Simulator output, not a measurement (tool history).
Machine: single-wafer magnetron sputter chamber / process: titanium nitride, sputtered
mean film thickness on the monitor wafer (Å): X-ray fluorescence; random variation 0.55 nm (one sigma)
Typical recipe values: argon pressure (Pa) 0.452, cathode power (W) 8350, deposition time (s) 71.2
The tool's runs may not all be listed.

| run | hour | argon pressure (Pa) | cathode power (W) | deposition time (s) | read-back reference wafer on the same gauge, thickness_nm | mean film thickness on the monitor wafer (Å) |
|---|---|---|---|---|---|---|
| 1 | 0.0 | 0.452 | 8350 | 71.2 | 96.679 | 973.96 |
| 2 | 30.5 | 0.452 | 8350 | 71.2 | 97.125 | 970.41 |
| 3 | 55.3 | 0.452 | 8350 | 71.2 | 97.092 | 971.55 |
|  | 56.1 | gauge calibrated |
| 4 | 123.7 | 0.452 | 8350 | 71.2 | 94.767 | 956.77 |
| 5 | 179.2 | 0.572 | 7500 | 71.2 | 94.902 | 808.20 |
| 6 | 227.5 | 0.452 | 8350 | 71.2 | 94.851 | 944.29 |
| 7 | 412.5 | 0.452 | 8350 | 71.2 | 95.630 | 965.86 |
|  | 421.9 | sputter target and shields replaced |
| 8 | 438.9 | 0.578 | 9350 | 71.2 | 95.849 | 1031.33 |
| 9 | 497.3 | 0.452 | 8350 | 71.2 | 96.062 | 962.23 |
|  | 542.3 | capacitance manometer re-zeroed and calibrated |
| 10 | 542.8 | 0.452 | 9750 | 77.2 | 96.314 | 1229.45 |
|  | 578.0 | magnet pack replaced |
| 11 | 581.2 | 0.452 | 8350 | 71.2 | 96.837 | 966.91 |
|  | 624.4 | gauge calibrated |
| 12 | 630.5 | 0.339 | 8350 | 71.2 | 94.765 | 987.41 |
| 13 | 666.8 | 0.373 | 8350 | 75.4 | 94.888 | 1044.69 |
| 14 | 727.6 | 0.500 | 8350 | 65.3 | 94.875 | 853.70 |
| 15 | 759.4 | 0.452 | 9950 | 71.2 | 94.993 | 1126.72 |
| 16 | 786.2 | 0.452 | 8350 | 71.2 | 95.308 | 947.14 |

Run 17, settings as shown, results not yet in. Your forecast:
| 17 | 828.1 | 0.452 | 8350 | 84.5 | ? | ? |

For run 17 the tool returned read-back reference wafer on the same gauge, thickness_nm 94.876, mean film thickness on the monitor wafer (Å) 1123.50.
With no hidden state in the tool, this same run would have given mean film thickness on the monitor wafer (Å) 1119.64.

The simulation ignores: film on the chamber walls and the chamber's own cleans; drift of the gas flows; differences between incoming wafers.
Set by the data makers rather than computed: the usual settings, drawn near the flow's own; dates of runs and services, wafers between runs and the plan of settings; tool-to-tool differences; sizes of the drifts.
